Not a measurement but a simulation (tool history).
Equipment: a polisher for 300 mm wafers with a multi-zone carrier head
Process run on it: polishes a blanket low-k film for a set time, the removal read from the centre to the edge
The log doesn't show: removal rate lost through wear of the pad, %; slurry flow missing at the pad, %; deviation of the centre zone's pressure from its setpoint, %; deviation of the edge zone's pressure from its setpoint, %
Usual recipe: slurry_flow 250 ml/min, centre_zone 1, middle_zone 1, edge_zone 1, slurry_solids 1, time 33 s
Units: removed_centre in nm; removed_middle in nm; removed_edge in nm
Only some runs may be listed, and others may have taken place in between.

run	hour	slurry_flow	centre_zone	middle_zone	edge_zone	slurry_solids	time	wafers since the last listed run	wafers polished on this pad	hours since the slurry nozzle was cleaned	hours since the centre zone pressure was calibrated	hours since the edge zone pressure was calibrated	hours since the carrier head's membrane was replaced	incoming thickness of the incoming film, nm	removed_centre	removed_middle	removed_edge
1	0	250	1	1	1	1	33	0	197	686.8	206.7	211.3	974.9	423.7	20.4	19.1	18.3
2	15.3	250	1	1.04	1	1	41	107	304	702.1	222	226.6	990.2	419.6	24.4	24.1	22.9
3	47.3	250	1	0.94	1	1	28	225	530	734.1	254	258.6	1022.2	422.4	16.6	15.4	15.7
# hour 52.2: slurry nozzle cleaned
4	73.5	250	1	1	1	1	33	177	708	21.3	280.2	284.8	1048.4	415	19.5	18.7	18
5	93.3	250	0.88	1	1.12	0.85	33	139	847	41.1	300	304.6	1068.2	426.7	16.1	17.1	17.4
6	108.1	300	1.04	1.08	1.09	1	33	104	952	55.9	314.8	319.4	1083	417.9	20.6	19.5	18.8
7	132.8	250	1	1	1	1	33	174	1126	80.6	339.5	344.1	1107.7	413.3	19.5	18.5	17.9
# hour 140.1: carrier head's membrane replaced by a new one
8	163	305	1	1	1	1	33	177	1304	110.8	369.7	374.3	22.9	421.9	19.9	19.1	18.3
9	184.2	250	1	1	1	1	33	149	1453	132	390.9	395.5	44.1	422.5	18.9	18.1	18
# hour 198.6: worn pad replaced by a new one
10	217.8	250	1	1	1	1	33	208	135	165.6	424.5	429.1	77.7	416.7	20.2	19.3	18.8
11	235.6	250	1	1	1	1	33	125	260	183.4	442.3	446.9	95.5	417.1	19.7	19.1	18.6
# hour 249.3: centre zone pressure recalibrated
12	258	250	1	1	0.94	1	33	143	404	205.8	8.7	469.3	117.9	411.3	19.7	19	17.8
13	286.7	250	1.1	1	0.9	1	33	202	607	234.5	37.4	498	146.6	423.1	20.7	18.6	17.3
14	315.5	250	1	1	1	1	33	203	810	263.3	66.2	526.8	175.4	423.4	19.3	18.7	17.6
15	348.4	250	1	1.08	0.88	1	33	231	1042	296.2	99.1	559.7	208.3	425.1	19.2	19.3	16.7
16	366.4	250	1	1	0.96	1	38	126	1169	314.2	117.1	577.7	226.3	427	21.9	20.8	20.1
17	399.3	250	1	1	1	0.7	33	231	1401	347.1	150	610.6	259.2	417.4	15.9	15.4	14.8
18	411.4	290	1	1	1	1	33	85	1486	359.2	162.1	622.7	271.3	425.3	19.3	18.6	18.3
19	432.9	250	1	1	1	1	33	151	1637	380.7	183.6	644.2	292.8	421.8	19	18.1	18.2
# hour 443.4: worn pad replaced by a new one
20	446.8	250	1	0.94	1	0.7	33	69	24	394.6	197.5	658.1	306.7	416.5	17.2	16	16.1
21	478.7	250	1	1	1	1	33	224	249	426.5	229.4	690	338.6	426	19.9	19.3	18.5
22	498.8	250	1.08	1	1	0.85	33	141	390	446.6	249.5	710.1	358.7	415.2	19.7	17.4	17.2
23	529.4	250	1.05	1	1	1.1	33	215	606	477.2	280.1	740.7	389.3	425.3	21.4	19.7	19.1

Measured less the same run without the tool's hidden state. The same run-to-run variation is in both; the gauge's scatter may not be:
run	removed_centre	removed_middle	removed_edge
1	-0.6	-0.6	-0.6
2	-0.9	-0.9	-0.9
3	-0.9	-0.8	-0.8
4	-1.3	-1.2	-1.2
5	-1.1	-1.2	-1.2
6	-1.5	-1.4	-1.4
7	-1.4	-1.4	-1.3
8	-1.6	-1.5	-1.4
9	-1.6	-1.5	-1.5
10	-0.5	-0.5	-0.5
11	-0.8	-0.7	-0.7
12	-1	-1	-0.9
13	-1.4	-1.2	-1.1
14	-1.5	-1.4	-1.3
15	-1.5	-1.5	-1.3
16	-1.8	-1.7	-1.7
17	-1.4	-1.3	-1.2
18	-1.7	-1.6	-1.5
19	-1.6	-1.6	-1.5
20	-0.1	-0.1	-0.1
21	-0.7	-0.6	-0.6
22	-0.8	-0.8	-0.7
23	-1.3	-1.1	-1.1

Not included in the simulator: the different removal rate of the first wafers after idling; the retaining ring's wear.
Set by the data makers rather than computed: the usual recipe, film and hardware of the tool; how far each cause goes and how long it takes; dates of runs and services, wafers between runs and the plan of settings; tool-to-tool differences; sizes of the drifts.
